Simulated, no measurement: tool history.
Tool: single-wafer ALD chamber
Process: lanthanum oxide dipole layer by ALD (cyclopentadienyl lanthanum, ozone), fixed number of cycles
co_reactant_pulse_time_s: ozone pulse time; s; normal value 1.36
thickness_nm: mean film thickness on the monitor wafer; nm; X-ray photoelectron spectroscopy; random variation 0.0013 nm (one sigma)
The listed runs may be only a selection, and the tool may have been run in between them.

| run | hour | co_reactant_pulse_time_s | read-back reference wafer on the same gauge, thickness_nm | thickness_nm |
|---|---|---|---|---|
| 1 | 0 | 1.36 | 0.433 | 0.516 |
| 2 | 70.2 | 1.36 | 0.433 | 0.515 |
| 3 | 263.9 | 1.36 | 0.433 | 0.516 |
| 4 | 297.1 | 0.93 | 0.433 | 0.445 |
| 5 | 333.2 | 0.93 | 0.433 | 0.445 |
| 6 | 364 | 0.93 | 0.433 | 0.446 |
| 7 | 392.9 | 1.36 | 0.433 | 0.513 |
| 8 | 445.6 | 1.36 | 0.433 | 0.513 |
| 9 | 506.3 | 1.36 | 0.433 | 0.512 |
| 10 | 566.3 | 1.36 | 0.433 | 0.512 |
| 11 | 597.1 | 1.16 | 0.433 | 0.49 |
|  | 635.2 | ozone generator serviced |
| 12 | 642.6 | 1.16 | 0.433 | 0.507 |
| 13 | 700.2 | 1.16 | 0.433 | 0.505 |
| 14 | 737.1 | 1.57 | 0.433 | 0.54 |
| 15 | 761.8 | 1.57 | 0.433 | 0.54 |
| 16 | 814.2 | 1.77 | 0.433 | 0.548 |
| 17 | 856.6 | 1.55 | 0.433 | 0.537 |
| 18 | 895.2 | 1.84 | 0.433 | 0.55 |
|  | 950.1 | showerhead replaced |
| 19 | 954.7 | 1.09 | 0.433 | 0.487 |
| 20 | 991.9 | 0.97 | 0.433 | 0.464 |
| 21 | 1029.7 | 1.7 | 0.433 | 0.543 |
| 22 | 1096.1 | 1.6 | 0.433 | 0.539 |
| 23 | 1120.5 | 1.05 | 0.433 | 0.478 |
| 24 | 1176 | 1.56 | 0.433 | 0.533 |
| 25 | 1215.2 | 1.07 | 0.433 | 0.479 |
| 26 | 1267.2 | 1.64 | 0.433 | 0.538 |
|  | 1297.3 | thermocouple changed; heater temperature recalibrated |
| 27 | 1320.9 | 1.36 | 0.433 | 0.517 |
|  | 1331.7 | gauge calibrated |
| 28 | 1373.6 | 1.71 | 0.433 | 0.54 |
| 29 | 1416.3 | 1.36 | 0.433 | 0.514 |
| 30 | 1506.9 | 1.88 | 0.433 | 0.549 |
| 31 | 1567.2 | 1.36 | 0.433 | 0.511 |
| 32 | 1591.7 | 1.36 | 0.433 | 0.51 |
| 33 | 1639.2 | 0.87 | 0.433 | 0.432 |
| 34 | 1700.9 | 1.36 | 0.433 | 0.513 |
| 35 | 1765.7 | 1.1 | 0.433 | 0.476 |

3 ways to go on from here, each from the tool as it stands after run 35. What would each give?
| A | 1766.1 | 1.36 | ? | ? |
| B | 1766.1 | 1.12 | ? | ? |
| C | 1766.1 | 1.53 | ? | ? |

| run | read-back reference wafer on the same gauge, thickness_nm | thickness_nm |
|---|---|---|
| A | 0.433 | 0.512 |
| B | 0.433 | 0.481 |
| C | 0.433 | 0.527 |
Had the tool no hidden state, the same runs would have come out as:
| run | thickness_nm |
|---|---|
| A | 0.53 |
| B | 0.505 |
| C | 0.542 |

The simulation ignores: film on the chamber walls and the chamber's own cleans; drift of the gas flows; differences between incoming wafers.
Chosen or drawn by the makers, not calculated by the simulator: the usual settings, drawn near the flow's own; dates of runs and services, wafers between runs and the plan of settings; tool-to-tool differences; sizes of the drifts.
